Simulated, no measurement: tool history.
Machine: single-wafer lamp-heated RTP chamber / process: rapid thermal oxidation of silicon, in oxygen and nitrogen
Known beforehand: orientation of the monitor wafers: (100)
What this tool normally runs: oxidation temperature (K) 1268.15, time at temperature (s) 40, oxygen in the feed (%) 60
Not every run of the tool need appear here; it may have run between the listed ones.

run    hour  oxidation temperature (K)  time at temperature (s)  oxygen in the feed (%)  read-back reference wafer on the same gauge, thickness  oxide thickness on the monitor wafer (Å)
  1       0                    1268.15                       40                      60                                                   4.827                                     41.74
  2    31.9                    1268.15                       40                      60                                                   4.825                                     42.17
  3   101.9                    1268.15                       40                      43                                                   4.816                                     37.91
  4   153.1                    1268.15                       40                      43                                                   4.824                                     38.29
  5   219.7                    1268.15                       40                      49                                                    4.82                                     39.79
  6   273.3                    1268.15                       40                      49                                                   4.819                                     39.72
  7   481.8                    1268.15                       40                      49                                                   4.819                                     40.23
  8   533.5                    1259.15                       40                      60                                                   4.814                                     40.74
  9   599.4                    1259.15                       40                      60                                                   4.824                                     40.78
 10     651                    1268.15                       40                      75                                                   4.832                                      47.1
 11     676                    1268.15                       40                      60                                                   4.829                                     43.43
 12   712.6                    1288.15                       40                      60                                                   4.817                                     50.06
      743.5  -- pyrometer window cleaned and pyrometer calibrated
 13     744                    1288.15                       40                      60                                                   4.812                                     46.88
 14   774.9                    1275.15                       40                      60                                                   4.826                                     43.31
 15   823.9                    1275.15                       40                      60                                                   4.805                                     43.06
 16   867.9                    1268.15                       40                      60                                                   4.825                                      41.4
 17   910.9                    1268.15                       40                      60                                                   4.837                                      41.5
 18     965                    1268.15                       40                      60                                                   4.827                                      41.2
 19  1006.7                    1268.15                       40                      60                                                   4.821                                        42
     1028.2  -- gauge calibrated
 20  1035.5                    1252.15                       59                      46                                                   4.821                                     40.29
 21  1065.5                    1260.15                       40                      50                                                   4.831                                      37.6
 22  1120.2                    1290.15                       54                      60                                                   4.818                                     55.13
 23  1170.3                    1293.15                       59                      36                                                   4.827                                     49.17
 24    1223                    1268.15                       51                      51                                                   4.816                                     44.16
 25  1294.4                    1255.15                       35                      86                                                   4.825                                     41.33
 26  1359.1                    1238.15                       40                      83                                                   4.816                                     38.11
 27  1386.9                    1283.15                       47                      78                                                   4.812                                      54.7
 28  1442.3                    1260.15                       30                      60                                                   4.826                                     36.55
     1561.6  -- oxygen flow controller replaced
       1590  -- pyrometer window cleaned and pyrometer calibrated
 29  1625.4                    1268.15                       55                      75                                                   4.831                                     51.07
 30  1673.9                    1243.15                       52                      90                                                   4.824                                     44.33
 31  1725.7                    1244.15                       40                      60                                                    4.82                                     35.66
 32  1781.7                    1298.15                       40                      87                                                   4.824                                     58.51
 33  1836.3                    1268.15                       40                      60                                                   4.821                                     41.83
 34  1865.3                    1268.15                       59                      45                                                   4.812                                     44.95
 35  1896.5                    1268.15                       40                      60                                                   4.818                                     41.94
 36  1950.8                    1268.15                       40                      60                                                   4.827                                      42.6
 37    1998                    1260.15                       33                      73                                                   4.829                                     39.45
 38  2063.4                    1268.15                       40                      60                                                   4.832                                      42.2

Difference, measured minus no-hidden-state, one row per run. Run-to-run variation is common to both terms; the gauge's own scatter need not be:
The tool's hidden condition here consists of: true wafer temperature minus pyrometer reading, K; deviation of the oxygen flow from its setpoint, %; gauge reads high (%).
run  oxide thickness on the monitor wafer (Å)
  1                                     +0.93
  2                                     +0.99
  3                                     +0.95
  4                                     +1.04
  5                                     +1.24
  6                                     +1.33
  7                                     +1.72
  8                                     +1.87
  9                                     +1.99
 10                                     +2.54
 11                                     +2.32
 12                                     +2.81
 13                                        +0
 14                                     +0.07
 15                                     +0.17
 16                                     +0.24
 17                                     +0.34
 18                                     +0.43
 19                                     +0.53
 20                                     +0.55
 21                                     +0.54
 22                                     +1.03
 23                                     +1.01
 24                                     +1.02
 25                                      +1.1
 26                                      +1.1
 27                                     +1.76
 28                                     +1.11
 29                                      +0.6
 30                                     +0.63
 31                                     +0.52
 32                                     +1.13
 33                                     +0.87
 34                                     +1.02
 35                                        +1
 36                                     +1.12
 37                                     +1.11
 38                                     +1.33
